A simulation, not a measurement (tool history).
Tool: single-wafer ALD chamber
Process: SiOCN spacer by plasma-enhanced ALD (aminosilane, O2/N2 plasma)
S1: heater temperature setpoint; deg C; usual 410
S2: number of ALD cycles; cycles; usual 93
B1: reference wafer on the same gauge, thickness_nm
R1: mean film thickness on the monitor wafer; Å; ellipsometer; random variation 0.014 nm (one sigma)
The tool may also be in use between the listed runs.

run   hour   S1   S2     B1     R1
  1      0  410   93  4.548  54.56
  2    6.2  410   93  4.543  54.57
  3   16.5  410   93  4.546   54.8
  4   22.8  410   93  4.545  54.62
  5   37.5  410   93  4.538  54.63
  6   44.5  410   93  4.542   54.6
  7     61  410   93  4.537  54.74
  8   73.5  406   93  4.533   55.2
  9   89.4  406   93  4.537  55.46
 10  103.7  406   93  4.531  55.49
 11  111.6  398   93  4.535  56.23
 12  123.3  398   93  4.529  56.18
 13  140.6  398   93  4.529  56.16
 14  147.7  410  104  4.529  61.02
 15  163.9  410   93  4.525  54.48
 16  180.1  410   93  4.528  54.44
 17  186.8  410   93  4.523  54.71
 18  201.9  410   93  4.523  54.27
     214.8  -- thermocouple changed; heater temperature recalibrated
 19  215.3  410   93  4.515  54.52
 20  230.4  410   93  4.518  54.36
 21  238.5  410   93   4.51  54.47
     251.8  -- gauge calibrated
 22  252.6  410   93  4.576  55.06
 23  262.3  419   93  4.577  53.18
 24  271.2  418  108  4.571  62.24
 25  289.1  422  103  4.572  58.33
 26  297.7  410   93  4.569  55.01
 27  311.4  410   93  4.566  55.25
 28  328.4  403  100  4.561  60.25
 29  346.5  410  102  4.558  60.53
 30  358.4  410   93  4.559  55.03
 31  372.3  410   93  4.557  54.74
 32  387.1  398   82  4.561  49.96
 33  395.9  410   93  4.556  54.76
 34  403.6  410   93  4.553  54.64
 35  411.5  402   87  4.552  52.54
 36  419.5  403  103  4.548  61.98
 37  426.5  400   83  4.552   50.4
 38  441.9  410   81  4.547  47.77
 39  451.8  420   76   4.55  43.26
 40  469.5  410   80  4.543  47.18
 41  517.6  410   93  4.541   54.8
 42  534.7  399   75  4.539  45.48
 43  551.4  421  110  4.533  61.99
 44  564.1  405  108  4.532  64.49

Some steps in R1 between neighbouring runs. How much of each would the tool show without its hidden state too (settings, what came in, random variation), and how much is left for the hidden state, with any gauge scatter that isn't in both results?
The hidden state here: wafer temperature above the value expected at the setpoint (K); gauge reads high (%).
Run 21 -> 22: gauge calibrated. R1 +0.59 Å: hidden state +0.74, all else -0.15.
Run 35 -> 36: S1 402 -> 403, S2 87 -> 103. R1 +9.44 Å: hidden state -0.08, all else +9.52.
Run 36 -> 37: S1 403 -> 400, S2 103 -> 83. R1 -11.58 Å: hidden state +0.06, all else -11.64.
Run 40 -> 41: S2 80 -> 93. R1 +7.62 Å: hidden state -0.15, all else +7.77.
Run 42 -> 43: S1 399 -> 421, S2 75 -> 110. R1 +16.51 Å: hidden state -0.19, all else +16.7.
